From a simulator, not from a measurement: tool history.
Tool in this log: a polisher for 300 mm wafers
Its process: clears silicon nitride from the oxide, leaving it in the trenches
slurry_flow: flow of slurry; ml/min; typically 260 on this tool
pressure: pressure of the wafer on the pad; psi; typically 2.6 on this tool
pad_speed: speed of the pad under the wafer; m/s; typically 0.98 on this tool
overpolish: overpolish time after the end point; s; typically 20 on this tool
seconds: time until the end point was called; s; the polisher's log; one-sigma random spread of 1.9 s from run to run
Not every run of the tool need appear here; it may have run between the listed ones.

run     day  slurry_flow  pressure  pad_speed  overpolish  wafers since the last listed run  wafers polished on this pad  hours since the slurry nozzle was cleaned  hours since the head pressure was calibrated  incoming thickness of the incoming film, nm  seconds
  1   0.000          260       2.6       0.98          20                                 0                          765                                      277.0                                         737.2                                         88.7    106.4
      0.208  -- slurry nozzle cleaned
  2   1.308          260       2.6       0.98          20                               308                         1073                                       26.4                                         768.6                                         89.1     99.0
  3   2.062          260       2.6       1.08          20                               183                         1257                                       44.5                                         786.7                                         89.5     94.0
  4   2.767          260       2.6       0.98          20                               171                         1429                                       61.4                                         803.6                                         89.1    102.0
  5   3.375          260       2.6       0.98          20                               148                         1577                                       76.0                                         818.2                                         89.1    102.5
  6   4.171          260       2.6       0.98          20                               193                         1771                                       95.1                                         837.3                                         90.5    104.1
  7   4.858          260       2.6       0.98          20                               167                         1938                                      111.6                                         853.8                                         90.7    106.5
  8   5.412          260       2.6       0.98          20                               135                         2073                                      124.9                                         867.1                                         88.9    108.0
  9   6.058          260       2.6       0.98          13                               157                         2231                                      140.4                                         882.6                                         91.6    112.1
 10   6.775          260       2.6       0.98          13                               174                         2405                                      157.6                                         899.8                                         88.5    107.3
      7.796  -- worn pad replaced by a new one
 11   7.942          260       2.6       0.98          13                               243                           35                                      185.6                                         927.8                                         89.0    107.6
 12   9.125          260       2.6       0.98          20                               288                          323                                      214.0                                         956.2                                         89.7    111.1
     10.667  -- slurry nozzle cleaned
 13  10.846          260       2.6       0.98          20                               409                          733                                        4.3                                         997.5                                         90.0     97.4
 14  12.050          260       2.6       0.98          20                               293                         1026                                       33.2                                        1026.4                                         89.6    102.9
 15  13.125          350       2.6       1.10          10                               261                         1288                                       59.0                                        1052.2                                         91.1     91.7
     13.979  -- head pressure recalibrated
 16  14.417          195       2.3       1.16           9                               294                         1582                                       90.0                                          10.5                                         91.5    103.7
 17  15.850          260       2.8       0.88          20                               349                         1932                                      124.4                                          44.9                                         89.9    108.9
     18.829  -- worn pad replaced by a new one
 18  19.888          350       2.9       0.98           9                               943                          258                                      221.3                                         141.8                                         91.3     96.8
 19  21.350          300       2.6       0.98          20                               356                          614                                      256.4                                         176.9                                         88.2    105.5
     21.479  -- slurry nozzle cleaned
 20  22.500          260       2.6       0.98          20                               270                          884                                       24.5                                         204.5                                         89.2     95.2
 21  23.817          185       2.1       0.70          20                               320                         1205                                       56.1                                         236.1                                         90.7    168.6
 22  24.675          260       2.6       0.98          20                               209                         1414                                       76.7                                         256.7                                         90.3    102.0
 23  25.292          330       2.6       0.98          20                               150                         1564                                       91.5                                         271.5                                         90.9    101.2
 24  26.575          260       2.6       0.98          20                               312                         1877                                      122.3                                         302.3                                         89.7    101.0
 25  27.700          260       2.6       0.98          20                               274                         2151                                      149.3                                         329.3                                         88.8     99.9
     28.371  -- worn pad replaced by a new one
 26  31.925          260       2.2       0.86          20                               988                          865                                      250.7                                         430.7                                         88.9    133.7
     32.821  -- slurry nozzle cleaned
 27  32.875          205       3.4       0.98          12                               221                         1086                                        1.3                                         453.5                                         89.8     83.3
 28  34.112          260       2.1       0.82          20                               301                         1388                                       31.0                                         483.2                                         89.6    132.7
 29  34.675          230       2.3       0.78          17                               137                         1525                                       44.5                                         496.7                                         88.9    134.5
 30  35.846          260       2.6       0.98          27                               285                         1810                                       72.6                                         524.8                                         90.4    100.9
 31  36.929          300       1.8       0.98          20                               263                         2074                                       98.6                                         550.8                                         90.2    131.4
 32  38.083          260       2.6       0.98          27                               281                         2356                                      126.3                                         578.5                                         89.4    106.5
     38.892  -- worn pad replaced by a new one
 33  39.012          260       2.6       0.98          20                               185                           28                                      148.6                                         600.8                                         91.1    103.2
 34  40.362          200       2.6       0.98          30                               328                          357                                      181.0                                         633.2                                         90.2    113.9
 35  40.883          260       2.6       0.98          20                               126                          484                                      193.5                                         645.7                                         89.1    106.8
 36  42.083          260       2.6       0.98          20                               292                          777                                      222.3                                         674.5                                         90.0    107.6

What if the next run were any one of these 5? Each begins from the tool's condition after run 36:
  A  42.104          260       2.6       0.98          20                                 5                          782                                      222.8                                         675.0                                         91.0        ?
  B  42.104          335       3.1       1.32          31                                 5                          782                                      222.8                                         675.0                                         91.0        ?
  C  42.104          215       2.6       1.12          30                                 5                          782                                      222.8                                         675.0                                         91.0        ?
  D  42.104          260       2.6       0.82          25                                 5                          782                                      222.8                                         675.0                                         91.0        ?
  E  42.104          230       2.0       1.30          20                                 5                          782                                      222.8                                         675.0                                         91.0        ?

run  seconds
  A    110.1
  B     71.7
  C    102.7
  D    127.1
  E    107.9
Without the tool's hidden state the same runs would have given:
run  seconds
  A    101.8
  B     67.5
  C     93.4
  D    117.6
  E     98.8
